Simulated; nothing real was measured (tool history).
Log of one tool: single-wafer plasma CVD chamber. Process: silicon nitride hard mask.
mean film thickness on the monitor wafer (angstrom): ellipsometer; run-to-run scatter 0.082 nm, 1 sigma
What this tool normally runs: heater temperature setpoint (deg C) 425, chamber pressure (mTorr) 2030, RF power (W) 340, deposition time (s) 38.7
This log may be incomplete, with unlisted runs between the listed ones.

| run | hour | heater temperature setpoint (deg C) | chamber pressure (mTorr) | RF power (W) | deposition time (s) | read-back reference wafer on the same gauge, thickness_nm | mean film thickness on the monitor wafer (angstrom) |
|---|---|---|---|---|---|---|---|
| 1 | 0.0 | 425 | 2030 | 340 | 35.5 | 56.944 | 490.75 |
| 2 | 29.2 | 425 | 2030 | 340 | 35.5 | 56.920 | 490.01 |
| 3 | 53.4 | 425 | 2030 | 340 | 38.7 | 56.884 | 534.51 |
| 4 | 97.2 | 433 | 2030 | 340 | 38.7 | 56.913 | 531.12 |
| 5 | 111.8 | 433 | 2030 | 340 | 38.7 | 56.899 | 532.80 |
| 6 | 131.3 | 433 | 2030 | 340 | 38.7 | 56.887 | 533.97 |
| 7 | 205.6 | 425 | 1690 | 340 | 44.5 | 56.870 | 567.43 |
| 8 | 228.0 | 425 | 1690 | 340 | 44.5 | 56.880 | 569.23 |
| 9 | 245.7 | 425 | 2030 | 340 | 38.7 | 56.864 | 534.69 |
| 10 | 261.7 | 425 | 2030 | 340 | 38.7 | 56.937 | 534.87 |
|  | 282.3 | RF generator calibrated |
| 11 | 304.6 | 425 | 2030 | 340 | 38.7 | 56.912 | 562.46 |
| 12 | 316.8 | 425 | 1870 | 340 | 38.7 | 56.911 | 543.76 |
| 13 | 350.6 | 425 | 2030 | 340 | 35.5 | 56.880 | 514.44 |
| 14 | 371.8 | 431 | 2510 | 340 | 38.7 | 56.920 | 597.57 |
|  | 387.9 | gauge calibrated |
| 15 | 393.5 | 410 | 2390 | 340 | 38.7 | 56.882 | 595.36 |
| 16 | 406.7 | 425 | 2030 | 340 | 42.7 | 56.918 | 617.74 |
|  | 427.5 | showerhead replaced |
|  | 434.7 | thermocouple changed; heater temperature recalibrated |
| 17 | 442.6 | 419 | 1610 | 340 | 41.9 | 56.879 | 545.71 |
| 18 | 459.6 | 421 | 1750 | 340 | 38.7 | 56.901 | 524.73 |
|  | 475.7 | capacitance manometer re-zeroed and calibrated |
| 19 | 484.4 | 435 | 2030 | 310 | 33.5 | 56.922 | 426.48 |
| 20 | 510.9 | 433 | 2030 | 340 | 38.7 | 56.894 | 542.48 |
| 21 | 536.9 | 425 | 2030 | 340 | 38.7 | 56.877 | 542.41 |
| 22 | 615.1 | 429 | 2030 | 340 | 38.7 | 56.890 | 542.13 |
| 23 | 629.5 | 415 | 2030 | 340 | 44.0 | 56.897 | 617.17 |
| 24 | 659.2 | 438 | 2030 | 340 | 43.9 | 56.911 | 610.47 |

Each row is a separate what-if for the run after 24, all from the same tool condition, not one after another. Results?
| A | 659.6 | 425 | 2030 | 340 | 35.4 | ? | ? |
| B | 659.6 | 425 | 2340 | 340 | 42.7 | ? | ? |
| C | 659.6 | 434 | 2460 | 405 | 45.6 | ? | ? |
| D | 659.6 | 430 | 2030 | 340 | 38.7 | ? | ? |
| E | 659.6 | 416 | 2370 | 320 | 41.9 | ? | ? |

| run | read-back reference wafer on the same gauge, thickness_nm | mean film thickness on the monitor wafer (angstrom) |
|---|---|---|
| A | 56.928 | 494.67 |
| B | 56.928 | 627.42 |
| C | 56.928 | 794.29 |
| D | 56.928 | 539.61 |
| E | 56.928 | 582.61 |
With the hidden condition removed and each run's random variation left untouched, the same runs would have given:
| run | mean film thickness on the monitor wafer (angstrom) |
|---|---|
| A | 502.12 |
| B | 637.54 |
| C | 805.70 |
| D | 547.75 |
| E | 592.59 |
